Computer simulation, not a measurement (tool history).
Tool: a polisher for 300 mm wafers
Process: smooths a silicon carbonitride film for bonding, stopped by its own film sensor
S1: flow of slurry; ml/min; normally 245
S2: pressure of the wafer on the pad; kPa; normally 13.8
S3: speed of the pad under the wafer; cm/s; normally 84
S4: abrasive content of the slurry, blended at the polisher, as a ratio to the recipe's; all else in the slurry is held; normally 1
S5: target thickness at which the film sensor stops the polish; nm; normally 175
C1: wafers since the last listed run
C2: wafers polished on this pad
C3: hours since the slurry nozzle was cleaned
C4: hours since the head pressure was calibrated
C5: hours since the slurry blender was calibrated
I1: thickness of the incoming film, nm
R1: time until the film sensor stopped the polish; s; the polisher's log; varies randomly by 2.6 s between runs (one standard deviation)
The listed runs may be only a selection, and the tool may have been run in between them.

run    hour   S1    S2  S3    S4   S5   C1    C2     C3     C4     C5     I1     R1
  1       0  245  15.9  84     1  175    0  1074  791.2   56.3  120.9  197.9  122.3
  2    42.3  185  13.8  84     1  175  309  1384  833.5   98.6  163.2  201.6  165.5
       97.8  -- worn pad replaced by a new one
  3   100.2  185  13.8  84     1  175  394    17  891.4  156.5  221.1  200.5  163.6
      143.3  -- slurry nozzle cleaned
  4   158.8  185  13.8  84     1  175  421   438   15.5  215.1  279.7  197.2  142.9
  5   214.5  245   9.7  84     1  175  407   845   71.2  270.8  335.4  199.6  230.8
      224.9  -- slurry blender recalibrated
  6   245.9  245   9.7  84     1  175  214  1060  102.6  302.2     21  198.5  213.7
  7   313.1  245  13.8  84     1  175  491  1552  169.8  369.4   88.2  198.7  151.4
      349.1  -- worn pad replaced by a new one
  8   374.2  200  13.8  84     1  175  417   183  230.9  430.5  149.3  197.4  141.5
  9   429.2  200  13.8  84     1  175  402   585  285.9  485.5  204.3  195.8  135.5
 10   484.4  245  13.8  60     1  175  403   989  341.1  540.7  259.5  197.6  182.7
 11   545.2  245  13.8  84     1  175  444  1433  401.9  601.5  320.3  199.1  162.9
 12   597.7  245  13.8  84     1  175  383  1817  454.4    654  372.8  197.1  149.8
      627.7  -- slurry blender recalibrated
      630.5  -- worn pad replaced by a new one
 13   670.8  245  17.9  60  1.25  181  499   294  527.5  727.1   43.1  199.1  101.8
 14     719  245  16.5  98     1  166  352   646  575.7  775.3   91.3  201.3  170.5
 15   745.4  225  13.8  84     1  183  193   839  602.1  801.7  117.7  199.7    105
 16   809.5  245  12.4  84     1  175  468  1308  666.2  865.8  181.8  198.7  172.4
 17   865.7  245  13.8  84  1.15  175  410  1719  722.4    922    238  197.3  131.8
        889  -- worn pad replaced by a new one
 18   900.4  180  13.8  84   1.3  170  224    83  757.1  956.7  272.7  200.6  177.7
      993.9  -- head pressure recalibrated
 19  1017.5  245  13.8  84     1  175  841   924  874.2   23.6  389.8  200.5  159.9
     1021.7  -- slurry blender recalibrated
       1025  -- slurry nozzle cleaned
 20  1068.7  165  13.8  84     1  171  352  1277   43.7   74.8     47    200  188.6
 21  1100.6  245  13.8  84     1  175  233  1510   75.6  106.7   78.9  200.9  161.3
 22  1149.5  245  13.8  84     1  175  357  1868  124.5  155.6  127.8  195.6  131.6
     1171.4  -- worn pad replaced by a new one
 23    1202  245  13.8  84     1  175  354   224    177  208.1  180.3  199.8  156.4
 24    1235  310  16.5  74     1  175  241   465    210  241.1  213.3  202.6  152.7
 25  1366.4  165  13.8  84     1  171  960  1426  341.4  372.5  344.7  201.1    201

Predict each of these 5 candidate next runs independently; none follows another, all start after run 25:
  A  1366.9  245  13.8  104    1  175   3  1429  341.9  373  345.2  201.7   ?
  B  1366.9  200   9.7   68    1  183   3  1429  341.9  373  345.2  201.7   ?
  C  1366.9  245  16.5   84    1  178   3  1429  341.9  373  345.2  201.7   ?
  D  1366.9  245  17.2  106  1.2  182   3  1429  341.9  373  345.2  201.7   ?
  E  1366.9  245  13.8  112    1  179   3  1429  341.9  373  345.2  201.7   ?

run     R1
  A    148
  B  201.9
  C  127.1
  D   78.6
  E  119.4
The same runs, with their run-to-run variation unchanged, on a tool lacking any hidden condition would have given:
run     R1
  A  141.1
  B  192.4
  C  121.2
  D   74.9
  E  113.8

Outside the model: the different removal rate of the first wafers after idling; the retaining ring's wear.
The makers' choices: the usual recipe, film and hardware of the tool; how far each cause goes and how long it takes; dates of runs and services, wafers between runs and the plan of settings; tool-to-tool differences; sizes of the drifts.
